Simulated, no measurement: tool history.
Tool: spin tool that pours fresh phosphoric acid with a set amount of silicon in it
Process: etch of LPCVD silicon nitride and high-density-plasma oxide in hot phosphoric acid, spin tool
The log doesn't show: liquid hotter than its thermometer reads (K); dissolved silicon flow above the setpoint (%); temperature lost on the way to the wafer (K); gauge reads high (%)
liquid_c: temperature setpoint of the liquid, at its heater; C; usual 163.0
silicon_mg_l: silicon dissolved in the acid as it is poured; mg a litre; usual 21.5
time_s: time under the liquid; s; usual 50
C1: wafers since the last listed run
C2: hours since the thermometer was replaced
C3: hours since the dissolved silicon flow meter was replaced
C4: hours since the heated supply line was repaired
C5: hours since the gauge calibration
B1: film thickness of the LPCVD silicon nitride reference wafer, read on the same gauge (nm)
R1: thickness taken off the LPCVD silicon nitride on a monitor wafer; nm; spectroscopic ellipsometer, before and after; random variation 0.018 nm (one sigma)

Run 1, hour 0.0: usual settings but silicon_mg_l 17.5 mg a litre; C1 0; C2 316.5; C3 303.7; C4 1912.4; C5 67.8; B1 150.026. Result: R1 3.848 nm.
Run 2, hour 17.2: usual settings but silicon_mg_l 17.5 mg a litre; C1 273; C2 333.7; C3 320.9; C4 1929.6; C5 85.0; B1 150.014. Result: R1 3.876 nm.
Run 3, hour 52.1: usual settings but time_s 60 s; C1 555; C2 368.6; C3 355.8; C4 1964.5; C5 119.9; B1 150.033. Result: R1 4.627 nm.
Run 4, hour 82.6: usual settings but time_s 60 s; C1 485; C2 399.1; C3 386.3; C4 1995.0; C5 150.4; B1 149.990. Result: R1 4.604 nm.
Run 5, hour 137.9: usual settings but time_s 75 s; C1 879; C2 454.4; C3 441.6; C4 2050.3; C5 205.7; B1 149.983. Result: R1 5.771 nm.
At hour 152.8: thermometer replaced.
Run 6, hour 161.1: usual settings but time_s 75 s; C1 353; C2 8.3; C3 464.8; C4 2073.5; C5 228.9; B1 150.005. Result: R1 5.804 nm.
Run 7, hour 176.2: usual settings; C1 240; C2 23.4; C3 479.9; C4 2088.6; C5 244.0; B1 150.012. Result: R1 3.850 nm.
Run 8, hour 211.7: usual settings; C1 564; C2 58.9; C3 515.4; C4 2124.1; C5 279.5; B1 150.009. Result: R1 3.834 nm.
Run 9, hour 233.3: usual settings; C1 343; C2 80.5; C3 537.0; C4 2145.7; C5 301.1; B1 149.967. Result: R1 3.832 nm.
Run 10, hour 260.5: usual settings but silicon_mg_l 8.5 mg a litre, time_s 40 s; C1 432; C2 107.7; C3 564.2; C4 2172.9; C5 328.3; B1 150.003. Result: R1 3.052 nm.
Run 11, hour 331.3: usual settings but liquid_c 160.5 C; C1 1126; C2 178.5; C3 635.0; C4 2243.7; C5 399.1; B1 149.978. Result: R1 3.511 nm.
Run 12, hour 345.7: usual settings; C1 229; C2 192.9; C3 649.4; C4 2258.1; C5 413.5; B1 149.978. Result: R1 3.818 nm.
At hour 367.4: heated supply line repaired.
Run 13, hour 376.8: usual settings but liquid_c 161.0 C, silicon_mg_l 38.0 mg a litre; C1 478; C2 224.0; C3 680.5; C4 9.4; C5 444.6; B1 150.001. Result: R1 4.024 nm.
At hour 395.7: gauge calibrated.
Run 14, hour 403.5: usual settings but liquid_c 162.0 C; C1 424; C2 250.7; C3 707.2; C4 36.1; C5 7.8; B1 150.014. Result: R1 4.191 nm.
At hour 418.1: dissolved silicon flow meter replaced.
Run 15, hour 430.7: usual settings but time_s 30 s; C1 416; C2 277.9; C3 12.6; C4 63.3; C5 35.0; B1 149.985. Result: R1 2.575 nm.
Run 16, hour 454.1: usual settings but liquid_c 165.0 C, time_s 75 s; C1 372; C2 301.3; C3 36.0; C4 86.7; C5 58.4; B1 150.004. Result: R1 6.915 nm.
Run 17, hour 486.3: usual settings but liquid_c 160.0 C, silicon_mg_l 31.5 mg a litre, time_s 75 s; C1 512; C2 333.5; C3 68.2; C4 118.9; C5 90.6; B1 149.990. Result: R1 5.868 nm.
Run 18, hour 508.2: usual settings but liquid_c 162.0 C, time_s 65 s; C1 348; C2 355.4; C3 90.1; C4 140.8; C5 112.5; B1 150.012. Result: R1 5.379 nm.
Run 19, hour 532.3: usual settings; C1 383; C2 379.5; C3 114.2; C4 164.9; C5 136.6; B1 149.971. Result: R1 4.256 nm.
Run 20, hour 555.9: usual settings but silicon_mg_l 32.0 mg a litre; C1 375; C2 403.1; C3 137.8; C4 188.5; C5 160.2; B1 149.988. Result: R1 4.257 nm.

Forecast each of these 5 alternatives for the next run:
Run A, hour 556.3: usual settings; C1 6; C2 403.5; C3 138.2; C4 188.9; C5 160.6; B1 ?. Result: R1 ?.
Run B, hour 556.3: usual settings but silicon_mg_l 28.0 mg a litre, time_s 65 s; C1 6; C2 403.5; C3 138.2; C4 188.9; C5 160.6; B1 ?. Result: R1 ?.
Run C, hour 556.3: usual settings but liquid_c 161.5 C; C1 6; C2 403.5; C3 138.2; C4 188.9; C5 160.6; B1 ?. Result: R1 ?.
Run D, hour 556.3: usual settings but liquid_c 162.0 C, silicon_mg_l 6.5 mg a litre, time_s 70 s; C1 6; C2 403.5; C3 138.2; C4 188.9; C5 160.6; B1 ?. Result: R1 ?.
Run E, hour 556.3: usual settings but silicon_mg_l 13.0 mg a litre; C1 6; C2 403.5; C3 138.2; C4 188.9; C5 160.6; B1 ?. Result: R1 ?.

run       B1     R1
  A  149.982  4.301
  B  149.982  5.591
  C  149.982  4.091
  D  149.982  5.824
  E  149.982  4.301
Without the tool's hidden state the same runs would have given:
run     R1
  A  4.392
  B  5.710
  C  4.178
  D  5.948
  E  4.392

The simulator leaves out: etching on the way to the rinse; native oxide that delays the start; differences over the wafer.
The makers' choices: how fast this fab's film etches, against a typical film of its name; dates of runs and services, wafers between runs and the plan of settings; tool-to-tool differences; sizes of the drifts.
